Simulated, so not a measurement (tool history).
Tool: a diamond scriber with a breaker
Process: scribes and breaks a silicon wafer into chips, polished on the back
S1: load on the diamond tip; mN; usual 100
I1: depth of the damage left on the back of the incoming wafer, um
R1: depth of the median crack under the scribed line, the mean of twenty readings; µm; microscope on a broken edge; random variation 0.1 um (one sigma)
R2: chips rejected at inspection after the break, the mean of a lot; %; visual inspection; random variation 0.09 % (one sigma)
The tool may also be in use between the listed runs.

{"run": 1, "day": 0.0, "S1": 110, "I1": 0.01, "R1": 11.57, "R2": 2.25}
{"run": 2, "day": 0.388, "S1": 110, "I1": 0.02, "R1": 11.53, "R2": 2.29}
{"run": 3, "day": 0.767, "S1": 100, "I1": 0.04, "R1": 10.88, "R2": 4.91}
{"run": 4, "day": 1.496, "S1": 107, "I1": 0.04, "R1": 11.45, "R2": 2.97}
{"run": 5, "day": 2.108, "S1": 107, "I1": 0.03, "R1": 11.05, "R2": 3.01}
{"run": 6, "day": 2.696, "S1": 107, "I1": 0.04, "R1": 11.26, "R2": 3.34}
{"run": 7, "day": 3.367, "S1": 87, "I1": 0.02, "R1": 9.78, "R2": 13.79}
{"run": 8, "day": 3.979, "S1": 100, "I1": 0.01, "R1": 10.65, "R2": 6.28}
{"run": 9, "day": 4.517, "S1": 119, "I1": 0.02, "R1": 11.91, "R2": 1.66}
{"run": 10, "day": 4.992, "S1": 125, "I1": 0.03, "R1": 12.17, "R2": 1.44}
{"day": 5.183, "done": "load on the tip recalibrated"}
{"run": 11, "day": 5.571, "S1": 78, "I1": 0.01, "R1": 8.95, "R2": 23.68}
{"run": 12, "day": 5.975, "S1": 128, "I1": 0.03, "R1": 12.38, "R2": 1.63}
{"day": 6.292, "done": "diamond tip replaced by a new one"}
{"run": 13, "day": 6.638, "S1": 100, "I1": 0.03, "R1": 11.79, "R2": 1.65}
{"run": 14, "day": 7.183, "S1": 100, "I1": 0.04, "R1": 11.98, "R2": 1.85}
{"run": 15, "day": 7.875, "S1": 79, "I1": 0.01, "R1": 10.15, "R2": 10.61}
{"run": 16, "day": 8.546, "S1": 92, "I1": 0.02, "R1": 11.18, "R2": 3.84}
{"run": 17, "day": 8.95, "S1": 118, "I1": 0.03, "R1": 13.1, "R2": 3.07}

Forecast each of these 4 alternatives for the next run:
{"run": "A", "day": 8.975, "S1": 121, "I1": 0.03, "R1": "?", "R2": "?"}
{"run": "B", "day": 8.975, "S1": 76, "I1": 0.03, "R1": "?", "R2": "?"}
{"run": "C", "day": 8.975, "S1": 115, "I1": 0.03, "R1": "?", "R2": "?"}
{"run": "D", "day": 8.975, "S1": 129, "I1": 0.03, "R1": "?", "R2": "?"}

run=A R1=13.31 R2=3.61
run=B R1=9.83 R2=13.92
run=C R1=12.87 R2=2.34
run=D R1=13.88 R2=6.04
Without the tool's hidden state the same runs would have given:
run=A R1=13.83 R2=5.8
run=B R1=10.21 R2=10.08
run=C R1=13.38 R2=3.86
run=D R1=14.42 R2=9.02
